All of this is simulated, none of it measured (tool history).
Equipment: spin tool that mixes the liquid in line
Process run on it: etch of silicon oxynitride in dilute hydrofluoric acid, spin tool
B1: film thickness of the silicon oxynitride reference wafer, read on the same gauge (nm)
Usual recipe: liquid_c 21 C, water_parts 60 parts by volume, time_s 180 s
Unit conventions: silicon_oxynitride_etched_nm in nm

{"run": 1, "day": 0.0, "liquid_c": 21, "water_parts": 60, "time_s": 130, "B1": 99.05, "silicon_oxynitride_etched_nm": 3.94}
{"run": 2, "day": 1.096, "liquid_c": 21, "water_parts": 60, "time_s": 130, "B1": 98.93, "silicon_oxynitride_etched_nm": 3.96}
{"run": 3, "day": 2.55, "liquid_c": 19, "water_parts": 60, "time_s": 180, "B1": 98.81, "silicon_oxynitride_etched_nm": 4.9}
{"run": 4, "day": 3.796, "liquid_c": 19, "water_parts": 60, "time_s": 180, "B1": 98.68, "silicon_oxynitride_etched_nm": 4.92}
{"run": 5, "day": 5.05, "liquid_c": 21, "water_parts": 60, "time_s": 180, "B1": 98.57, "silicon_oxynitride_etched_nm": 5.41}
{"run": 6, "day": 6.217, "liquid_c": 21, "water_parts": 60, "time_s": 180, "B1": 98.46, "silicon_oxynitride_etched_nm": 5.42}
{"run": 7, "day": 6.742, "liquid_c": 21, "water_parts": 60, "time_s": 120, "B1": 98.4, "silicon_oxynitride_etched_nm": 3.6}
{"run": 8, "day": 7.396, "liquid_c": 21, "water_parts": 60, "time_s": 145, "B1": 98.31, "silicon_oxynitride_etched_nm": 4.39}
{"run": 9, "day": 8.529, "liquid_c": 21, "water_parts": 60, "time_s": 110, "B1": 98.22, "silicon_oxynitride_etched_nm": 3.31}
{"day": 9.083, "done": "gauge calibrated"}
{"run": 10, "day": 9.438, "liquid_c": 21, "water_parts": 60, "time_s": 180, "B1": 99.68, "silicon_oxynitride_etched_nm": 5.51}
{"run": 11, "day": 10.625, "liquid_c": 21, "water_parts": 60, "time_s": 180, "B1": 99.55, "silicon_oxynitride_etched_nm": 5.47}
{"run": 12, "day": 11.842, "liquid_c": 19.5, "water_parts": 90, "time_s": 275, "B1": 99.44, "silicon_oxynitride_etched_nm": 5.07}
{"run": 13, "day": 12.354, "liquid_c": 21, "water_parts": 45, "time_s": 180, "B1": 99.37, "silicon_oxynitride_etched_nm": 7.39}
{"run": 14, "day": 12.867, "liquid_c": 24.5, "water_parts": 80, "time_s": 235, "B1": 99.33, "silicon_oxynitride_etched_nm": 6.24}
{"day": 12.967, "done": "thermometer replaced"}
{"run": 15, "day": 13.738, "liquid_c": 21, "water_parts": 60, "time_s": 280, "B1": 99.27, "silicon_oxynitride_etched_nm": 8.54}
{"run": 16, "day": 14.633, "liquid_c": 24.5, "water_parts": 70, "time_s": 120, "B1": 99.17, "silicon_oxynitride_etched_nm": 3.66}
{"run": 17, "day": 15.967, "liquid_c": 26, "water_parts": 60, "time_s": 180, "B1": 99.04, "silicon_oxynitride_etched_nm": 6.98}
{"run": 18, "day": 16.829, "liquid_c": 17, "water_parts": 60, "time_s": 230, "B1": 98.95, "silicon_oxynitride_etched_nm": 5.67}
{"run": 19, "day": 17.483, "liquid_c": 23, "water_parts": 90, "time_s": 150, "B1": 98.91, "silicon_oxynitride_etched_nm": 3.27}
{"day": 17.788, "done": "hydrofluoric acid flow meter replaced"}
{"run": 20, "day": 18.229, "liquid_c": 21, "water_parts": 60, "time_s": 265, "B1": 98.84, "silicon_oxynitride_etched_nm": 7.99}
{"run": 21, "day": 19.412, "liquid_c": 25, "water_parts": 60, "time_s": 180, "B1": 98.72, "silicon_oxynitride_etched_nm": 6.62}
{"run": 22, "day": 20.779, "liquid_c": 24, "water_parts": 40, "time_s": 235, "B1": 98.59, "silicon_oxynitride_etched_nm": 12.49}
{"run": 23, "day": 22.275, "liquid_c": 21, "water_parts": 60, "time_s": 180, "B1": 98.43, "silicon_oxynitride_etched_nm": 5.48}
{"run": 24, "day": 22.921, "liquid_c": 21, "water_parts": 60, "time_s": 180, "B1": 98.37, "silicon_oxynitride_etched_nm": 5.46}
{"run": 25, "day": 23.967, "liquid_c": 21, "water_parts": 50, "time_s": 180, "B1": 98.28, "silicon_oxynitride_etched_nm": 6.53}
{"run": 26, "day": 25.771, "liquid_c": 25.5, "water_parts": 40, "time_s": 180, "B1": 98.09, "silicon_oxynitride_etched_nm": 10.28}
{"run": 27, "day": 26.333, "liquid_c": 18, "water_parts": 40, "time_s": 265, "B1": 98.02, "silicon_oxynitride_etched_nm": 10.42}
{"run": 28, "day": 27.783, "liquid_c": 24.5, "water_parts": 30, "time_s": 150, "B1": 97.91, "silicon_oxynitride_etched_nm": 10.92}
{"run": 29, "day": 28.433, "liquid_c": 21, "water_parts": 60, "time_s": 180, "B1": 97.83, "silicon_oxynitride_etched_nm": 5.38}
{"run": 30, "day": 29.571, "liquid_c": 21, "water_parts": 60, "time_s": 180, "B1": 97.74, "silicon_oxynitride_etched_nm": 5.38}
{"run": 31, "day": 30.412, "liquid_c": 18, "water_parts": 60, "time_s": 70, "B1": 97.64, "silicon_oxynitride_etched_nm": 1.79}
{"run": 32, "day": 31.379, "liquid_c": 26, "water_parts": 80, "time_s": 245, "B1": 97.54, "silicon_oxynitride_etched_nm": 6.84}

What was the tool's hidden state at every run in the log?
liquid hotter than its thermometer reads (K): 0 across all the runs
hydrofluoric acid flow below the setpoint (%): 0 across all the runs
H1: gauge reads high (%)
run=1 H1=-0.956
run=2 H1=-1.06
run=3 H1=-1.2
run=4 H1=-1.32
run=5 H1=-1.44
run=6 H1=-1.55
run=7 H1=-1.6
run=8 H1=-1.67
run=9 H1=-1.77
run=10 H1=-0.336
run=11 H1=-0.45
run=12 H1=-0.567
run=13 H1=-0.616
run=14 H1=-0.665
run=15 H1=-0.749
run=16 H1=-0.835
run=17 H1=-0.963
run=18 H1=-1.05
run=19 H1=-1.11
run=20 H1=-1.18
run=21 H1=-1.29
run=22 H1=-1.42
run=23 H1=-1.57
run=24 H1=-1.63
run=25 H1=-1.73
run=26 H1=-1.9
run=27 H1=-1.96
run=28 H1=-2.1
run=29 H1=-2.16
run=30 H1=-2.27
run=31 H1=-2.35
run=32 H1=-2.44
